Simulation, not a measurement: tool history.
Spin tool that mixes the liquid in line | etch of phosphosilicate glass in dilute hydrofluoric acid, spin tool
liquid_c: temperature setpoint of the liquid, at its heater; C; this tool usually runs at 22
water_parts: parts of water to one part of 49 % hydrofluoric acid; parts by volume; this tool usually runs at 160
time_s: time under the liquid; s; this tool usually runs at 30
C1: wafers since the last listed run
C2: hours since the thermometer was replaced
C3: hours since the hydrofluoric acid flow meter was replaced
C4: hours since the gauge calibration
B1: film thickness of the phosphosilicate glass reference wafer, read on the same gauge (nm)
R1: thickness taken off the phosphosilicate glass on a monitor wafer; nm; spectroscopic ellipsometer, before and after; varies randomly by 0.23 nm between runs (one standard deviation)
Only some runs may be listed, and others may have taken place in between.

run 1 hour=0 | liquid_c=22 water_parts=160 time_s=35 | C1=0 C2=1901.3 C3=1085.2 C4=1303.6 | B1=139.95 | R1=29.91
run 2 hour=88.9 | liquid_c=22 water_parts=95 time_s=30 | C1=1703 C2=1990.2 C3=1174.1 C4=1392.5 | B1=140.01 | R1=45.64
run 3 hour=151.8 | liquid_c=22 water_parts=95 time_s=30 | C1=1205 C2=2053.1 C3=1237 C4=1455.4 | B1=139.99 | R1=46.21
run 4 hour=231.2 | liquid_c=22 water_parts=100 time_s=30 | C1=1521 C2=2132.5 C3=1316.4 C4=1534.8 | B1=140.03 | R1=43.77
run 5 hour=277.2 | liquid_c=22 water_parts=100 time_s=30 | C1=881 C2=2178.5 C3=1362.4 C4=1580.8 | B1=140.01 | R1=43.99
run 6 hour=340.9 | liquid_c=22 water_parts=160 time_s=20 | C1=1220 C2=2242.2 C3=1426.1 C4=1644.5 | B1=140 | R1=17.09
run 7 hour=425.9 | liquid_c=22 water_parts=205 time_s=25 | C1=1628 C2=2327.2 C3=1511.1 C4=1729.5 | B1=139.99 | R1=16.2
run 8 hour=471.7 | liquid_c=22 water_parts=160 time_s=30 | C1=877 C2=2373 C3=1556.9 C4=1775.3 | B1=140 | R1=25.63
run 9 hour=528.6 | liquid_c=22 water_parts=160 time_s=30 | C1=1090 C2=2429.9 C3=1613.8 C4=1832.2 | B1=139.99 | R1=25.84
run 10 hour=574.8 | liquid_c=22 water_parts=160 time_s=30 | C1=885 C2=2476.1 C3=1660 C4=1878.4 | B1=140.01 | R1=26.13
run 11 hour=633.2 | liquid_c=22 water_parts=160 time_s=30 | C1=1118 C2=2534.5 C3=1718.4 C4=1936.8 | B1=139.98 | R1=25.63
-- hour=704.8 thermometer replaced
run 12 hour=713.2 | liquid_c=22 water_parts=160 time_s=30 | C1=1513 C2=8.4 C3=1798.4 C4=2016.8 | B1=140.03 | R1=26.16
run 13 hour=759.3 | liquid_c=22 water_parts=160 time_s=30 | C1=883 C2=54.5 C3=1844.5 C4=2062.9 | B1=140 | R1=26.23
run 14 hour=838.1 | liquid_c=22 water_parts=160 time_s=30 | C1=1509 C2=133.3 C3=1923.3 C4=2141.7 | B1=140.02 | R1=26.69
run 15 hour=904.8 | liquid_c=22 water_parts=160 time_s=30 | C1=1278 C2=200 C3=1990 C4=2208.4 | B1=140 | R1=26.54
-- hour=985.1 gauge calibrated
run 16 hour=1011.6 | liquid_c=17 water_parts=160 time_s=30 | C1=2046 C2=306.8 C3=2096.8 C4=26.5 | B1=139.99 | R1=21.63
run 17 hour=1049.9 | liquid_c=24.5 water_parts=160 time_s=15 | C1=733 C2=345.1 C3=2135.1 C4=64.8 | B1=140.01 | R1=14.83
run 18 hour=1117.7 | liquid_c=26.5 water_parts=215 time_s=15 | C1=1299 C2=412.9 C3=2202.9 C4=132.6 | B1=140.04 | R1=11.12
run 19 hour=1164.3 | liquid_c=17.5 water_parts=210 time_s=25 | C1=892 C2=459.5 C3=2249.5 C4=179.2 | B1=140.01 | R1=13.6
run 20 hour=1225.8 | liquid_c=26.5 water_parts=215 time_s=15 | C1=1178 C2=521 C3=2311 C4=240.7 | B1=140 | R1=11.34
-- hour=1284.5 hydrofluoric acid flow meter replaced
run 21 hour=1317.3 | liquid_c=20 water_parts=160 time_s=30 | C1=1734 C2=612.5 C3=32.8 C4=332.2 | B1=139.98 | R1=21.93
run 22 hour=1411.5 | liquid_c=22 water_parts=235 time_s=30 | C1=1804 C2=706.7 C3=127 C4=426.4 | B1=140.01 | R1=15.07
run 23 hour=1719.3 | liquid_c=26.5 water_parts=215 time_s=15 | C1=5897 C2=1014.5 C3=434.8 C4=734.2 | B1=139.99 | R1=10.09
run 24 hour=1758.1 | liquid_c=22 water_parts=195 time_s=30 | C1=743 C2=1053.3 C3=473.6 C4=773 | B1=140.02 | R1=19.44
run 25 hour=1810.1 | liquid_c=22 water_parts=160 time_s=30 | C1=996 C2=1105.3 C3=525.6 C4=825 | B1=139.97 | R1=24.78
run 26 hour=1868.4 | liquid_c=23.5 water_parts=200 time_s=30 | C1=1117 C2=1163.6 C3=583.9 C4=883.3 | B1=139.97 | R1=20.15
run 27 hour=1962.9 | liquid_c=25 water_parts=195 time_s=15 | C1=1810 C2=1258.1 C3=678.4 C4=977.8 | B1=140.01 | R1=11.15
run 28 hour=2044.4 | liquid_c=24.5 water_parts=160 time_s=30 | C1=1561 C2=1339.6 C3=759.9 C4=1059.3 | B1=140.02 | R1=27.52

3 options for the next run, each taken on its own from the tool as it stands now. Forecast them:
run A hour=2044.8 | liquid_c=22 water_parts=160 time_s=30 | C1=7 C2=1340 C3=760.3 C4=1059.7 | B1=? | R1=?
run B hour=2044.8 | liquid_c=24 water_parts=185 time_s=40 | C1=7 C2=1340 C3=760.3 C4=1059.7 | B1=? | R1=?
run C hour=2044.8 | liquid_c=24 water_parts=240 time_s=30 | C1=7 C2=1340 C3=760.3 C4=1059.7 | B1=? | R1=?

run=A B1=140.03 R1=25.13
run=B B1=140.03 R1=30.48
run=C B1=140.03 R1=16.66
Without the tool's unlogged condition, the same runs would have read:
run=A R1=23.76
run=B R1=28.77
run=C R1=15.69
